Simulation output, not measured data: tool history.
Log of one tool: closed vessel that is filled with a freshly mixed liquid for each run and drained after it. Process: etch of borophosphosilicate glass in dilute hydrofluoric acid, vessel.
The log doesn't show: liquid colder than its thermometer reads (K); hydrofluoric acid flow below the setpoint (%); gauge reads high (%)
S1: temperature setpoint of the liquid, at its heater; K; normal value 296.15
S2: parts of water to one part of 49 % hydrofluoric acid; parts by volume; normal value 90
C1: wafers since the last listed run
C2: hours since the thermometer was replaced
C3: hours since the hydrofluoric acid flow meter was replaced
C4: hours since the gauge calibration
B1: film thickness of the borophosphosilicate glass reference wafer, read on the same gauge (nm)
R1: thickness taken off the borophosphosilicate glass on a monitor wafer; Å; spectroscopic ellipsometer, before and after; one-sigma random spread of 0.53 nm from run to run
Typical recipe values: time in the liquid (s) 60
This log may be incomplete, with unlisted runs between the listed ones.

run 1 day=0.000 | S1=296.15 S2=90 time_in_the_liquid_(s)=60 | C1=0 C2=739.2 C3=1442.7 C4=436.6 | B1=150.03 | R1=556.7
run 2 day=1.071 | S1=296.15 S2=90 time_in_the_liquid_(s)=60 | C1=2326 C2=764.9 C3=1468.4 C4=462.3 | B1=150.01 | R1=571.8
run 3 day=2.992 | S1=296.15 S2=90 time_in_the_liquid_(s)=60 | C1=4173 C2=811.0 C3=1514.5 C4=508.4 | B1=150.04 | R1=576.0
run 4 day=5.129 | S1=296.15 S2=90 time_in_the_liquid_(s)=60 | C1=4644 C2=862.3 C3=1565.8 C4=559.7 | B1=150.00 | R1=561.6
run 5 day=7.817 | S1=296.15 S2=90 time_in_the_liquid_(s)=60 | C1=5839 C2=926.8 C3=1630.3 C4=624.2 | B1=150.02 | R1=561.2
run 6 day=13.717 | S1=299.15 S2=60 time_in_the_liquid_(s)=60 | C1=12819 C2=1068.4 C3=1771.9 C4=765.8 | B1=150.01 | R1=992.4
run 7 day=15.296 | S1=299.15 S2=60 time_in_the_liquid_(s)=60 | C1=3431 C2=1106.3 C3=1809.8 C4=803.7 | B1=150.05 | R1=1007.4
run 8 day=18.112 | S1=299.15 S2=60 time_in_the_liquid_(s)=60 | C1=6120 C2=1173.9 C3=1877.4 C4=871.3 | B1=150.05 | R1=982.2
run 9 day=19.938 | S1=296.15 S2=90 time_in_the_liquid_(s)=60 | C1=3965 C2=1217.7 C3=1921.2 C4=915.1 | B1=149.98 | R1=570.4
run 10 day=22.154 | S1=296.15 S2=90 time_in_the_liquid_(s)=60 | C1=4816 C2=1270.9 C3=1974.4 C4=968.3 | B1=149.98 | R1=571.5
run 11 day=24.150 | S1=296.15 S2=90 time_in_the_liquid_(s)=60 | C1=4336 C2=1318.8 C3=2022.3 C4=1016.2 | B1=150.03 | R1=569.4
-- day=25.404 thermometer replaced
run 12 day=26.183 | S1=296.15 S2=75 time_in_the_liquid_(s)=85 | C1=4327 C2=18.7 C3=2071.1 C4=1065.0 | B1=150.00 | R1=995.0
-- day=26.921 hydrofluoric acid flow meter replaced
run 13 day=29.596 | S1=296.15 S2=90 time_in_the_liquid_(s)=60 | C1=7324 C2=100.6 C3=64.2 C4=1146.9 | B1=149.99 | R1=569.6
run 14 day=31.612 | S1=296.15 S2=90 time_in_the_liquid_(s)=90 | C1=4381 C2=149.0 C3=112.6 C4=1195.3 | B1=149.99 | R1=843.8
run 15 day=33.954 | S1=296.15 S2=90 time_in_the_liquid_(s)=60 | C1=5087 C2=205.2 C3=168.8 C4=1251.5 | B1=150.05 | R1=576.3
run 16 day=35.746 | S1=296.15 S2=90 time_in_the_liquid_(s)=60 | C1=3892 C2=248.2 C3=211.8 C4=1294.5 | B1=150.07 | R1=555.6
-- day=37.658 gauge calibrated
run 17 day=38.208 | S1=291.65 S2=90 time_in_the_liquid_(s)=30 | C1=5350 C2=307.3 C3=270.9 C4=13.2 | B1=150.02 | R1=232.2
run 18 day=40.321 | S1=293.15 S2=90 time_in_the_liquid_(s)=60 | C1=4590 C2=358.0 C3=321.6 C4=63.9 | B1=149.99 | R1=509.4
run 19 day=41.850 | S1=296.15 S2=90 time_in_the_liquid_(s)=60 | C1=3322 C2=394.7 C3=358.3 C4=100.6 | B1=149.98 | R1=568.0
run 20 day=42.929 | S1=292.65 S2=125 time_in_the_liquid_(s)=45 | C1=2344 C2=420.6 C3=384.2 C4=126.5 | B1=150.01 | R1=259.8
run 21 day=45.179 | S1=298.65 S2=90 time_in_the_liquid_(s)=90 | C1=4888 C2=474.6 C3=438.2 C4=180.5 | B1=150.06 | R1=941.8
run 22 day=47.975 | S1=296.15 S2=105 time_in_the_liquid_(s)=60 | C1=6074 C2=541.7 C3=505.3 C4=247.6 | B1=149.99 | R1=480.8
run 23 day=49.496 | S1=300.15 S2=50 time_in_the_liquid_(s)=90 | C1=3304 C2=578.2 C3=541.8 C4=284.1 | B1=150.00 | R1=1877.0
run 24 day=52.067 | S1=296.15 S2=110 time_in_the_liquid_(s)=60 | C1=5585 C2=639.9 C3=603.5 C4=345.8 | B1=150.03 | R1=451.1
run 25 day=53.588 | S1=298.65 S2=70 time_in_the_liquid_(s)=60 | C1=3304 C2=676.4 C3=640.0 C4=382.3 | B1=150.03 | R1=839.0
run 26 day=55.654 | S1=296.15 S2=90 time_in_the_liquid_(s)=60 | C1=4490 C2=726.0 C3=689.6 C4=431.9 | B1=150.04 | R1=565.9

The tool's hidden state at each run:
liquid colder than its thermometer reads (K): 0 across all the runs
hydrofluoric acid flow below the setpoint (%): 0 across all the runs
gauge reads high (%): 0 across all the runs

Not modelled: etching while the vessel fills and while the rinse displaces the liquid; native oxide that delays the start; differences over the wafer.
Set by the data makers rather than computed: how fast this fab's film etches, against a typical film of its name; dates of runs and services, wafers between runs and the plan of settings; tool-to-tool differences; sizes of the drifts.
